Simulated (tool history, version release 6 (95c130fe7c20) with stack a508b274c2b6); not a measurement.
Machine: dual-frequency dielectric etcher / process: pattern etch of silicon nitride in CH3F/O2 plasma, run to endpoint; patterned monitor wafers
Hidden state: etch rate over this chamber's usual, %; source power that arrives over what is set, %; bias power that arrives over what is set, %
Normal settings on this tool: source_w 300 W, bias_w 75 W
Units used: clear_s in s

| run | hour | source_w | bias_w | wafers since the last listed run | hours since the last wet clean | hours since the last source power generator calibration | hours since the last bias power generator calibration | hours since the last upper electrode change | incoming incoming film thickness, nm | clear_s |
|---|---|---|---|---|---|---|---|---|---|---|
| 1 | 0.0 | 260 | 71 | 0 | 453.8 | 2239.4 | 779.3 | 2395.5 | 73.9 | 100.8 |
| 2 | 80.8 | 260 | 71 | 490 | 534.6 | 2320.2 | 860.1 | 2476.3 | 73.0 | 100.8 |
| 3 | 158.1 | 300 | 75 | 468 | 611.9 | 2397.5 | 937.4 | 2553.6 | 73.0 | 94.3 |
| 4 | 207.2 | 300 | 85 | 297 | 661.0 | 2446.6 | 986.5 | 2602.7 | 73.9 | 90.7 |
|  | 260.8 | wet clean of the chamber |
| 5 | 282.4 | 300 | 85 | 310 | 21.6 | 2521.8 | 1061.7 | 2677.9 | 73.4 | 86.2 |
| 6 | 346.0 | 300 | 85 | 385 | 85.2 | 2585.4 | 1125.3 | 2741.5 | 73.7 | 86.9 |
| 7 | 397.5 | 300 | 75 | 312 | 136.7 | 2636.9 | 1176.8 | 2793.0 | 73.5 | 91.8 |
| 8 | 463.8 | 300 | 75 | 402 | 203.0 | 2703.2 | 1243.1 | 2859.3 | 73.4 | 91.7 |
| 9 | 532.7 | 300 | 86 | 417 | 271.9 | 2772.1 | 1312.0 | 2928.2 | 73.1 | 86.4 |
| 10 | 612.4 | 360 | 75 | 483 | 351.6 | 2851.8 | 1391.7 | 3007.9 | 73.8 | 86.6 |
| 11 | 661.5 | 300 | 75 | 297 | 400.7 | 2900.9 | 1440.8 | 3057.0 | 73.1 | 92.0 |
| 12 | 714.9 | 300 | 80 | 323 | 454.1 | 2954.3 | 1494.2 | 3110.4 | 74.2 | 91.5 |
| 13 | 779.6 | 370 | 94 | 392 | 518.8 | 3019.0 | 1558.9 | 3175.1 | 74.1 | 79.4 |
|  | 809.7 | upper electrode replaced |
|  | 884.4 | wet clean of the chamber |
|  | 888.4 | source power generator calibrated |
| 14 | 888.9 | 300 | 75 | 347 | 4.5 | 0.5 | 1668.2 | 79.2 | 74.9 | 91.9 |
| 15 | 1012.7 | 330 | 84 | 751 | 128.3 | 124.3 | 1792.0 | 203.0 | 73.5 | 83.7 |
| 16 | 1060.2 | 240 | 83 | 288 | 175.8 | 171.8 | 1839.5 | 250.5 | 72.8 | 94.3 |
| 17 | 1098.1 | 370 | 87 | 229 | 213.7 | 209.7 | 1877.4 | 288.4 | 73.3 | 78.8 |
| 18 | 1140.5 | 320 | 75 | 257 | 256.1 | 252.1 | 1919.8 | 330.8 | 74.1 | 89.4 |
| 19 | 1191.3 | 300 | 75 | 308 | 306.9 | 302.9 | 1970.6 | 381.6 | 74.1 | 92.3 |
| 20 | 1227.7 | 340 | 92 | 220 | 343.3 | 339.3 | 2007.0 | 418.0 | 74.0 | 81.4 |
| 21 | 1268.5 | 320 | 69 | 247 | 384.1 | 380.1 | 2047.8 | 458.8 | 74.1 | 93.8 |
| 22 | 1370.9 | 330 | 65 | 621 | 486.5 | 482.5 | 2150.2 | 561.2 | 73.2 | 93.6 |
| 23 | 1462.4 | 370 | 87 | 555 | 578.0 | 574.0 | 2241.7 | 652.7 | 73.3 | 80.7 |
|  | 1494.0 | wet clean of the chamber |
|  | 1503.7 | bias power generator calibrated |
| 24 | 1519.2 | 300 | 75 | 174 | 25.2 | 630.8 | 15.5 | 709.5 | 73.8 | 91.4 |
| 25 | 1591.9 | 360 | 84 | 441 | 97.9 | 703.5 | 88.2 | 782.2 | 73.3 | 81.8 |
| 26 | 1693.6 | 230 | 75 | 616 | 199.6 | 805.2 | 189.9 | 883.9 | 74.2 | 102.0 |
| 27 | 1758.1 | 300 | 92 | 391 | 264.1 | 869.7 | 254.4 | 948.4 | 73.9 | 85.9 |
| 28 | 1799.1 | 300 | 75 | 248 | 305.1 | 910.7 | 295.4 | 989.4 | 73.4 | 91.9 |
| 29 | 1880.9 | 240 | 81 | 496 | 386.9 | 992.5 | 377.2 | 1071.2 | 73.9 | 98.4 |
| 30 | 1930.6 | 360 | 61 | 301 | 436.6 | 1042.2 | 426.9 | 1120.9 | 73.9 | 94.5 |
| 31 | 2019.2 | 300 | 75 | 537 | 525.2 | 1130.8 | 515.5 | 1209.5 | 73.9 | 94.4 |
| 32 | 2060.4 | 300 | 75 | 249 | 566.4 | 1172.0 | 556.7 | 1250.7 | 74.1 | 95.0 |
| 33 | 2120.0 | 270 | 58 | 361 | 626.0 | 1231.6 | 616.3 | 1310.3 | 73.8 | 108.1 |
| 34 | 2159.6 | 340 | 75 | 240 | 665.6 | 1271.2 | 655.9 | 1349.9 | 74.7 | 91.1 |

What the log doesn't show, run by run:
source power that arrives over what is set, %: 0 at every run
H1: etch rate over this chamber's usual, %
H2: bias power that arrives over what is set, %
| run | H1 | H2 |
|---|---|---|
| 1 | -2.9 | 1.4 |
| 2 | -3.35 | 1.59 |
| 3 | -3.77 | 1.77 |
| 4 | -4.05 | 1.88 |
| 5 | -0.0908 | 2.06 |
| 6 | -0.443 | 2.21 |
| 7 | -0.729 | 2.33 |
| 8 | -1.1 | 2.48 |
| 9 | -1.48 | 2.64 |
| 10 | -1.92 | 2.83 |
| 11 | -2.19 | 2.95 |
| 12 | -2.49 | 3.07 |
| 13 | -2.85 | 3.22 |
| 14 | 0.351 | 3.48 |
| 15 | -0.335 | 3.77 |
| 16 | -0.599 | 3.88 |
| 17 | -0.809 | 3.97 |
| 18 | -1.04 | 4.07 |
| 19 | -1.33 | 4.19 |
| 20 | -1.53 | 4.27 |
| 21 | -1.75 | 4.37 |
| 22 | -2.32 | 4.61 |
| 23 | -2.83 | 4.82 |
| 24 | 0.0255 | 0.151 |
| 25 | -0.377 | 0.321 |
| 26 | -0.941 | 0.559 |
| 27 | -1.3 | 0.71 |
| 28 | -1.53 | 0.806 |
| 29 | -1.98 | 0.998 |
| 30 | -2.25 | 1.11 |
| 31 | -2.75 | 1.32 |
| 32 | -2.97 | 1.42 |
| 33 | -3.3 | 1.56 |
| 34 | -3.52 | 1.65 |

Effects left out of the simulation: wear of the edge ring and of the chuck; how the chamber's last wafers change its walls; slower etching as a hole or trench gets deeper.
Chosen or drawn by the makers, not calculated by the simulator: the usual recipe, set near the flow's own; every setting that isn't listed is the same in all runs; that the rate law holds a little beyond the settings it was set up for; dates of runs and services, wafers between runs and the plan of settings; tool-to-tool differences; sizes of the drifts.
